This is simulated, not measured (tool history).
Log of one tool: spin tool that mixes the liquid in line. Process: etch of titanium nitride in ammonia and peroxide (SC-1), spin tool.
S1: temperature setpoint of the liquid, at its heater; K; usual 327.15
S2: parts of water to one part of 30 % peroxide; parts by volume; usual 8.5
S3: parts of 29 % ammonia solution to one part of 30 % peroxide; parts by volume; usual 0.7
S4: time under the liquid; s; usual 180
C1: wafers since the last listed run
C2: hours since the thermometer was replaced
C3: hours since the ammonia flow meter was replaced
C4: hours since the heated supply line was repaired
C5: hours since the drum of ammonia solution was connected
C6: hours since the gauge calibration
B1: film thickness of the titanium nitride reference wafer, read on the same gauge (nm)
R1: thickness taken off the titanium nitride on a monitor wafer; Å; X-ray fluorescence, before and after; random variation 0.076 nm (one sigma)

| run | hour | S1 | S2 | S3 | S4 | C1 | C2 | C3 | C4 | C5 | C6 | B1 | R1 |
|---|---|---|---|---|---|---|---|---|---|---|---|---|---|
| 1 | 0 | 327.15 | 9.5 | 0.7 | 180 | 0 | 156.9 | 392.6 | 2796.3 | 314.2 | 11.9 | 99.95 | 114.9 |
| 2 | 24.5 | 327.15 | 9.5 | 0.7 | 180 | 163 | 181.4 | 417.1 | 2820.8 | 338.7 | 36.4 | 100.02 | 116.1 |
| 3 | 92.5 | 327.15 | 9.5 | 0.7 | 180 | 454 | 249.4 | 485.1 | 2888.8 | 406.7 | 104.4 | 99.99 | 116.4 |
| 4 | 139.1 | 327.15 | 8.5 | 0.7 | 180 | 311 | 296 | 531.7 | 2935.4 | 453.3 | 151 | 99.98 | 122.5 |
| 5 | 207.5 | 327.15 | 8.5 | 0.7 | 180 | 457 | 364.4 | 600.1 | 3003.8 | 521.7 | 219.4 | 99.99 | 124.9 |
| 6 | 278.5 | 327.15 | 8.5 | 0.7 | 180 | 474 | 435.4 | 671.1 | 3074.8 | 592.7 | 290.4 | 100.01 | 125.5 |
|  | 308.9 | ammonia flow meter replaced |
| 7 | 314.6 | 331.65 | 8.5 | 0.7 | 180 | 234 | 471.5 | 5.7 | 3110.9 | 628.8 | 326.5 | 100.04 | 169.3 |
|  | 340.1 | new drum of ammonia solution connected |
| 8 | 350.2 | 331.65 | 8.5 | 0.7 | 180 | 231 | 507.1 | 41.3 | 3146.5 | 10.1 | 362.1 | 99.98 | 171.8 |
| 9 | 385.2 | 327.15 | 8.5 | 0.7 | 180 | 234 | 542.1 | 76.3 | 3181.5 | 45.1 | 397.1 | 99.98 | 128.6 |
| 10 | 412.2 | 327.15 | 6.5 | 0.7 | 210 | 180 | 569.1 | 103.3 | 3208.5 | 72.1 | 424.1 | 100 | 171.2 |
| 11 | 472.1 | 327.15 | 8.5 | 0.7 | 75 | 400 | 629 | 163.2 | 3268.4 | 132 | 484 | 99.96 | 54 |
|  | 501.6 | thermometer replaced |
| 12 | 518 | 327.15 | 8.5 | 0.7 | 180 | 300 | 16.4 | 209.1 | 3314.3 | 177.9 | 529.9 | 100 | 119.9 |
|  | 521.8 | gauge calibrated |
|  | 534.3 | heated supply line repaired |
| 13 | 572.7 | 327.15 | 5 | 0.55 | 180 | 359 | 71.1 | 263.8 | 38.4 | 232.6 | 50.9 | 99.99 | 150 |
| 14 | 682 | 320.65 | 5 | 0.6 | 180 | 730 | 180.4 | 373.1 | 147.7 | 341.9 | 160.2 | 99.99 | 98 |
| 15 | 737.1 | 331.65 | 5.5 | 0.7 | 180 | 368 | 235.5 | 428.2 | 202.8 | 397 | 215.3 | 99.98 | 205 |
| 16 | 764.5 | 327.15 | 8.5 | 0.7 | 250 | 183 | 262.9 | 455.6 | 230.2 | 424.4 | 242.7 | 99.98 | 169.5 |

The same runs without the tool's hidden state, with the same run-to-run variation:
The hidden state here: liquid hotter than its thermometer reads (K); ammonia flow below the setpoint (%); temperature lost on the way to the wafer (K); ammonia solution weaker than its label (%); gauge reads high (%).
| run | R1 |
|---|---|
| 1 | 113.4 |
| 2 | 114.4 |
| 3 | 114.1 |
| 4 | 119.6 |
| 5 | 121.2 |
| 6 | 121.1 |
| 7 | 163.1 |
| 8 | 162.1 |
| 9 | 120.9 |
| 10 | 160.5 |
| 11 | 50.3 |
| 12 | 119.9 |
| 13 | 149.3 |
| 14 | 96.6 |
| 15 | 201.4 |
| 16 | 166.2 |

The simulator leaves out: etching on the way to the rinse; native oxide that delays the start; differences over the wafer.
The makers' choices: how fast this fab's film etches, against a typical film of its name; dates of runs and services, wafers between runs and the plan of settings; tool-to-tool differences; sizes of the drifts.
